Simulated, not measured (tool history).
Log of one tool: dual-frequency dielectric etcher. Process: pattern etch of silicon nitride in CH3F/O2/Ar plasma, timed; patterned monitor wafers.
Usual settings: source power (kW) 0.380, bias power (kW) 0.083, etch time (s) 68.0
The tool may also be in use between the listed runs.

run   hour  source power (kW)  bias power (kW)  etch time (s)  wafers since the last listed run  hours since the last wet clean  hours since the last source power generator calibration  hours since the last bias power generator calibration  hours since the last upper electrode change  hours since the gauge calibration  read-back reference wafer on the same gauge, depth_nm  mean etch depth across the wafer (nm)
  1    0.0              0.380            0.083           68.0                                 0                           405.2                                                   3931.8                                                 3269.6                                       5379.1                              221.2                                                  45.92                                  56.79
  2   15.8              0.380            0.099           58.0                               223                           421.0                                                   3947.6                                                 3285.4                                       5394.9                              237.0                                                  45.92                                  51.04
  3   22.9              0.380            0.083           68.0                               100                           428.1                                                   3954.7                                                 3292.5                                       5402.0                              244.1                                                  45.89                                  56.68
  4   31.5              0.380            0.083           68.0                               121                           436.7                                                   3963.3                                                 3301.1                                       5410.6                              252.7                                                  45.90                                  56.65
  5   45.6              0.380            0.097           68.0                               199                           450.8                                                   3977.4                                                 3315.2                                       5424.7                              266.8                                                  45.88                                  59.53
  6   55.9              0.380            0.097           68.0                               145                           461.1                                                   3987.7                                                 3325.5                                       5435.0                              277.1                                                  45.90                                  59.65
  7   67.5              0.380            0.083           68.0                               164                           472.7                                                   3999.3                                                 3337.1                                       5446.6                              288.7                                                  45.90                                  56.89
  8   82.5              0.380            0.083           68.0                               212                           487.7                                                   4014.3                                                 3352.1                                       5461.6                              303.7                                                  45.90                                  56.85
  9   97.6              0.380            0.083           68.0                               213                           502.8                                                   4029.4                                                 3367.2                                       5476.7                              318.8                                                  45.90                                  56.89
 10  103.7              0.380            0.083           68.0                                86                           508.9                                                   4035.5                                                 3373.3                                       5482.8                              324.9                                                  45.92                                  56.89
 11  110.3              0.380            0.083           68.0                                93                           515.5                                                   4042.1                                                 3379.9                                       5489.4                              331.5                                                  45.87                                  56.81
     118.6  -- source power generator calibrated
 12  128.1              0.380            0.083           68.0                               195                           533.3                                                      9.5                                                 3397.7                                       5507.2                              349.3                                                  45.89                                  56.99
 13  142.1              0.380            0.083           68.0                               198                           547.3                                                     23.5                                                 3411.7                                       5521.2                              363.3                                                  45.87                                  56.92
 14  150.9              0.380            0.083           55.5                               124                           556.1                                                     32.3                                                 3420.5                                       5530.0                              372.1                                                  45.88                                  46.43
     182.8  -- wet clean of the chamber
 15  183.3              0.350            0.099           68.0                               118                             0.5                                                     64.7                                                 3452.9                                       5562.4                              404.5                                                  45.90                                  58.03
 16  183.6              0.380            0.089           60.0                                 4                             0.8                                                     65.0                                                 3453.2                                       5562.7                              404.8                                                  45.89                                  50.62
 17  189.9              0.470            0.083           68.0                                89                             7.1                                                     71.3                                                 3459.5                                       5569.0                              411.1                                                  45.89                                  59.78
 18  205.3              0.450            0.066           68.0                               218                            22.5                                                     86.7                                                 3474.9                                       5584.4                              426.5                                                  45.90                                  55.26
     206.9  -- gauge calibrated
     232.5  -- upper electrode replaced
 19  233.0              0.310            0.093           74.0                                52                            50.2                                                    114.4                                                 3502.6                                          0.5                               26.1                                                  45.88                                  60.06
 20  233.3              0.460            0.083           68.0                                 4                            50.5                                                    114.7                                                 3502.9                                          0.8                               26.4                                                  45.90                                  59.45
 21  244.2              0.470            0.083           68.0                               154                            61.4                                                    125.6                                                 3513.8                                         11.7                               37.3                                                  45.91                                  59.66
 22  252.8              0.380            0.083           68.0                               121                            70.0                                                    134.2                                                 3522.4                                         20.3                               45.9                                                  45.91                                  56.18
     263.5  -- bias power generator calibrated
 23  264.0              0.290            0.101           50.5                               101                            81.2                                                    145.4                                                    0.5                                         31.5                               57.1                                                  45.91                                  41.42
 24  276.0              0.480            0.083           51.5                               169                            93.2                                                    157.4                                                   12.5                                         43.5                               69.1                                                  45.90                                  45.66
 25  290.0              0.300            0.083           68.0                               198                           107.2                                                    171.4                                                   26.5                                         57.5                               83.1                                                  45.92                                  52.85
 26  300.1              0.380            0.083           68.0                               143                           117.3                                                    181.5                                                   36.6                                         67.6                               93.2                                                  45.91                                  56.14
 27  313.0              0.380            0.083           81.0                               182                           130.2                                                    194.4                                                   49.5                                         80.5                              106.1                                                  45.88                                  67.11
 28  328.2              0.380            0.083           68.0                               215                           145.4                                                    209.6                                                   64.7                                         95.7                              121.3                                                  45.89                                  56.30
 29  334.9              0.460            0.083           68.0                                94                           152.1                                                    216.3                                                   71.4                                        102.4                              128.0                                                  45.90                                  59.61
 30  341.4              0.380            0.083           68.0                                92                           158.6                                                    222.8                                                   77.9                                        108.9                              134.5                                                  45.88                                  56.26

Hidden state at the last listed run before each entry between runs and at the first one after, where it differs:
Between runs 11 and 12: source power generator calibrated (hour 118.6)
  etch rate over this chamber's usual, %: 1.34 -> 1.39
  measured less the result without the state, mean etch depth across the wafer (nm): +0.75 -> +0.78
Between runs 14 and 15: wet clean of the chamber (hour 182.8)
  etch rate over this chamber's usual, %: 1.46 -> 0.0319
  measured less the result without the state, mean etch depth across the wafer (nm): +0.67 -> +0.02
Between runs 18 and 19: gauge calibrated (hour 206.9); upper electrode replaced (hour 232.5)
  etch rate over this chamber's usual, %: 0.0931 -> 0.17
  measured less the result without the state, mean etch depth across the wafer (nm): +0.05 -> +0.10
Between runs 22 and 23: bias power generator calibrated (hour 263.5)
  etch rate over this chamber's usual, %: 0.225 -> 0.256
  measured less the result without the state, mean etch depth across the wafer (nm): +0.13 -> +0.11
